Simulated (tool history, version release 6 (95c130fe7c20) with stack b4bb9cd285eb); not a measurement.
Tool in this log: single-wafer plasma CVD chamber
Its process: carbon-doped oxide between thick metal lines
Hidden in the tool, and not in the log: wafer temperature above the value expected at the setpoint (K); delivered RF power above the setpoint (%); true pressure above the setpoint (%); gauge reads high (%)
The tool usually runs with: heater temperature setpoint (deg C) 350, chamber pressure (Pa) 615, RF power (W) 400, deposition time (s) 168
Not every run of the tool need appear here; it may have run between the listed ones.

| run | hour | heater temperature setpoint (deg C) | chamber pressure (Pa) | RF power (W) | deposition time (s) | wafers since the last listed run | hours since the last thermocouple change | hours since the last RF generator calibration | hours since the last manometer calibration | hours since the showerhead was replaced | hours since the gauge calibration | read-back reference wafer on the same gauge, thickness_nm | mean film thickness on the monitor wafer (Å) |
|---|---|---|---|---|---|---|---|---|---|---|---|---|---|
| 1 | 0.0 | 341 | 571 | 400 | 168 | 0 | 1910.1 | 595.2 | 777.1 | 2714.7 | 1101.8 | 589.143 | 7059.58 |
| 2 | 41.0 | 341 | 571 | 400 | 168 | 252 | 1951.1 | 636.2 | 818.1 | 2755.7 | 1142.8 | 588.444 | 7151.37 |
|  | 108.2 | showerhead replaced |
| 3 | 108.7 | 341 | 571 | 400 | 168 | 367 | 2018.8 | 703.9 | 885.8 | 0.5 | 1210.5 | 585.731 | 7073.38 |
|  | 125.0 | thermocouple changed; heater temperature recalibrated |
| 4 | 130.9 | 344 | 615 | 400 | 168 | 87 | 5.9 | 726.1 | 908.0 | 22.7 | 1232.7 | 586.831 | 7138.84 |
| 5 | 183.0 | 344 | 615 | 400 | 168 | 320 | 58.0 | 778.2 | 960.1 | 74.8 | 1284.8 | 583.622 | 7137.07 |
|  | 210.8 | capacitance manometer re-zeroed and calibrated |
| 6 | 236.3 | 356 | 496 | 400 | 168 | 278 | 111.3 | 831.5 | 25.5 | 128.1 | 1338.1 | 582.807 | 6592.09 |
| 7 | 261.1 | 356 | 496 | 400 | 168 | 152 | 136.1 | 856.3 | 50.3 | 152.9 | 1362.9 | 583.410 | 6579.49 |
| 8 | 327.7 | 350 | 615 | 400 | 168 | 410 | 202.7 | 922.9 | 116.9 | 219.5 | 1429.5 | 582.468 | 6944.74 |
| 9 | 380.1 | 350 | 615 | 465 | 153 | 322 | 255.1 | 975.3 | 169.3 | 271.9 | 1481.9 | 580.906 | 6885.21 |
| 10 | 442.1 | 350 | 476 | 400 | 155 | 381 | 317.1 | 1037.3 | 231.3 | 333.9 | 1543.9 | 579.641 | 6098.13 |
|  | 457.2 | RF generator calibrated |
| 11 | 513.4 | 339 | 615 | 340 | 168 | 389 | 388.4 | 56.2 | 302.6 | 405.2 | 1615.2 | 578.001 | 6520.25 |
|  | 545.2 | gauge calibrated |
| 12 | 572.5 | 350 | 543 | 400 | 168 | 363 | 447.5 | 115.3 | 361.7 | 464.3 | 27.3 | 606.394 | 7056.01 |
| 13 | 643.5 | 350 | 519 | 400 | 168 | 437 | 518.5 | 186.3 | 432.7 | 535.3 | 98.3 | 606.027 | 6969.46 |
| 14 | 690.6 | 350 | 683 | 400 | 168 | 289 | 565.6 | 233.4 | 479.8 | 582.4 | 145.4 | 604.386 | 7394.74 |
| 15 | 746.3 | 350 | 615 | 335 | 152 | 342 | 621.3 | 289.1 | 535.5 | 638.1 | 201.1 | 603.463 | 5909.88 |
| 16 | 785.3 | 363 | 615 | 400 | 181 | 240 | 660.3 | 328.1 | 574.5 | 677.1 | 240.1 | 602.906 | 7536.42 |
| 17 | 826.3 | 337 | 615 | 435 | 168 | 252 | 701.3 | 369.1 | 615.5 | 718.1 | 281.1 | 601.463 | 7854.93 |
| 18 | 881.4 | 350 | 615 | 435 | 168 | 339 | 756.4 | 424.2 | 670.6 | 773.2 | 336.2 | 600.711 | 7558.14 |
| 19 | 922.4 | 350 | 615 | 445 | 168 | 252 | 797.4 | 465.2 | 711.6 | 814.2 | 377.2 | 600.286 | 7592.27 |
| 20 | 972.5 | 350 | 615 | 400 | 168 | 308 | 847.5 | 515.3 | 761.7 | 864.3 | 427.3 | 598.048 | 7179.37 |
|  | 1004.9 | capacitance manometer re-zeroed and calibrated |
| 21 | 1035.5 | 350 | 615 | 465 | 153 | 338 | 910.5 | 578.3 | 30.6 | 927.3 | 490.3 | 598.339 | 7038.41 |
| 22 | 1062.2 | 360 | 615 | 400 | 168 | 164 | 937.2 | 605.0 | 57.3 | 954.0 | 517.0 | 596.686 | 7006.81 |
| 23 | 1131.6 | 350 | 532 | 475 | 168 | 427 | 1006.6 | 674.4 | 126.7 | 1023.4 | 586.4 | 595.572 | 7644.53 |
| 24 | 1187.2 | 361 | 753 | 400 | 168 | 342 | 1062.2 | 730.0 | 182.3 | 1079.0 | 642.0 | 595.561 | 7128.78 |
| 25 | 1212.0 | 361 | 476 | 330 | 168 | 152 | 1087.0 | 754.8 | 207.1 | 1103.8 | 666.8 | 594.746 | 5889.75 |
| 26 | 1258.4 | 350 | 615 | 400 | 168 | 285 | 1133.4 | 801.2 | 253.5 | 1150.2 | 713.2 | 593.197 | 7106.29 |
|  | 1305.9 | RF generator calibrated |
| 27 | 1325.8 | 350 | 615 | 400 | 168 | 365 | 1200.8 | 19.9 | 320.9 | 1217.6 | 780.6 | 590.999 | 7091.31 |

For each run, what was the tool's unlogged condition?
wafer temperature above the value expected at the setpoint (K): 0, the same for each run
delivered RF power above the setpoint (%): 0, the same for each run
true pressure above the setpoint (%): 0, the same for each run
H1: gauge reads high (%)
| run | H1 |
|---|---|
| 1 | -3.16 |
| 2 | -3.29 |
| 3 | -3.51 |
| 4 | -3.58 |
| 5 | -3.75 |
| 6 | -3.92 |
| 7 | -4.01 |
| 8 | -4.22 |
| 9 | -4.39 |
| 10 | -4.59 |
| 11 | -4.82 |
| 12 | -0.176 |
| 13 | -0.406 |
| 14 | -0.558 |
| 15 | -0.739 |
| 16 | -0.865 |
| 17 | -0.998 |
| 18 | -1.18 |
| 19 | -1.31 |
| 20 | -1.47 |
| 21 | -1.68 |
| 22 | -1.76 |
| 23 | -1.99 |
| 24 | -2.17 |
| 25 | -2.25 |
| 26 | -2.4 |
| 27 | -2.62 |
